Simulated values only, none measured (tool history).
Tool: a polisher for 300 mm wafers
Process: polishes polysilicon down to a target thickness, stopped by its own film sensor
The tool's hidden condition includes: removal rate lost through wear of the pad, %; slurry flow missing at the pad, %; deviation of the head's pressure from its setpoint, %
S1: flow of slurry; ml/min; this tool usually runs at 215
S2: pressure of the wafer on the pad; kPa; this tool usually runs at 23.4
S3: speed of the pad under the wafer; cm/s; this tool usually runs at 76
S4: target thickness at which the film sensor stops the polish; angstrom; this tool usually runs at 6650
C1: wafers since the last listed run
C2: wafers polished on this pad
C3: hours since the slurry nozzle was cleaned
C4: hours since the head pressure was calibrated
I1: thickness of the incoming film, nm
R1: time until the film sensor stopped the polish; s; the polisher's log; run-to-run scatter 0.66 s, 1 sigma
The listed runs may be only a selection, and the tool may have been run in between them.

run,day,S1,S2,S3,S4,C1,C2,C3,C4,I1,R1
1,0,215,23.4,76,6650,0,3104,518.8,502,1034.9,59.5
# day 0.342: head pressure recalibrated
2,1.108,215,23.4,76,6650,220,3325,545.4,18.4,1040.6,60
3,3.492,215,23.4,76,6650,513,3838,602.6,75.6,1039.2,61.7
# day 4.683: slurry nozzle cleaned
# day 5.196: worn pad replaced by a new one
4,5.95,175,23.4,76,6650,484,162,30.4,134.6,1026.3,55.4
5,8.842,175,23.4,76,6650,622,785,99.8,204,1045.1,59.1
6,11.442,215,23.4,76,6650,560,1345,162.2,266.4,1028.2,54.9
7,13.012,215,23.4,76,6650,338,1684,199.9,304.1,1040.5,58.5
8,14.396,215,23.4,76,6650,297,1982,233.1,337.3,1030,56.7
9,17.133,215,23.4,76,6650,589,2571,298.8,403,1051.2,60
# day 18.221: head pressure recalibrated
10,19.642,215,23.4,76,6650,522,3094,359,34.1,1010.2,54
11,20.812,215,23.4,76,6650,252,3346,387.1,62.2,1020,56.9
# day 23.108: worn pad replaced by a new one, of another model than before
12,23.475,215,23.4,76,6650,537,78,451,126.1,1023.6,54
13,25.642,215,23.4,76,6650,466,545,503,178.1,1048.4,57.8
14,26.892,215,23.4,76,6650,269,814,533,208.1,1034.2,57.5
15,29.188,215,23.4,76,6650,494,1309,588.1,263.2,1013.9,53.4
16,31.225,215,23.4,76,6650,438,1748,637,312.1,1032.4,57
# day 31.729: slurry nozzle cleaned
17,32.517,215,23.4,76,6650,269,2017,18.9,343.1,1026.6,55.1
18,35.438,215,19.3,76,6650,629,2646,89,413.2,1042,66.8
19,38.362,215,23.4,76,6650,630,3277,159.2,483.4,1028.6,59.3
# day 39.333: head pressure recalibrated
20,42.042,180,23.4,76,7480,774,4051,247.5,65,1020.4,47.9
# day 42.879: worn pad replaced by a new one
21,47.517,250,23.4,76,5820,1143,998,378.9,196.4,1011.5,63
22,48.675,215,23.4,76,6650,249,1248,406.7,224.2,1025.5,53.5
23,50.029,215,23.4,76,6650,291,1539,439.2,256.7,1040.1,56.5
24,52.233,185,31,76,5720,474,2014,492.1,309.6,1021.6,58.7
# day 54.488: slurry nozzle cleaned
25,54.617,245,26.9,76,6650,504,2519,3.1,366.8,1030,51.4
# day 56.296: head pressure recalibrated
26,57.125,270,23.4,62,5980,522,3041,63.3,19.9,1033.6,73.8
# day 62.342: worn pad replaced by a new one
27,63.25,215,23.4,76,6650,1283,195,210.3,166.9,1019.4,51.8
28,65.796,140,23.4,76,5640,548,743,271.4,228,1020.8,75.7
29,67.808,145,23.4,76,5740,433,1177,319.7,276.3,1023.5,75.9
30,68.975,180,23.4,58,6650,251,1428,347.7,304.3,1043,68.1
31,70.95,215,23.4,62,6650,425,1854,395.1,351.7,1021,60.5
32,73.533,180,29,98,5380,556,2410,457.1,413.7,1025.4,59.8
33,75.292,215,23.4,76,6650,378,2789,499.3,455.9,1042.1,59.4
# day 75.583: head pressure recalibrated
# day 79.246: worn pad replaced by a new one
# day 82.329: slurry nozzle cleaned
34,83.088,215,29,76,5480,1616,818,18.2,180.1,1019,62.6
35,86.696,160,26.9,94,5920,777,1595,104.8,266.7,1034.1,59.1
36,88.083,215,26.2,76,6300,298,1894,138.1,300,1026.9,57.9
37,89.246,245,17.9,66,7050,250,2144,166,327.9,1037,63.7

Here are 3 independent what-if runs from the current tool condition. What would each one return?
A,89.262,215,23.4,76,6650,3,2148,166.4,328.3,1042.8,?
B,89.262,215,27.6,76,6650,3,2148,166.4,328.3,1042.8,?
C,89.262,215,23.4,76,6310,3,2148,166.4,328.3,1042.8,?

run,R1
A,59.7
B,53.9
C,65.1
With the hidden condition removed and each run's random variation left untouched, the same runs would have given:
run,R1
A,57.1
B,51.5
C,62.2
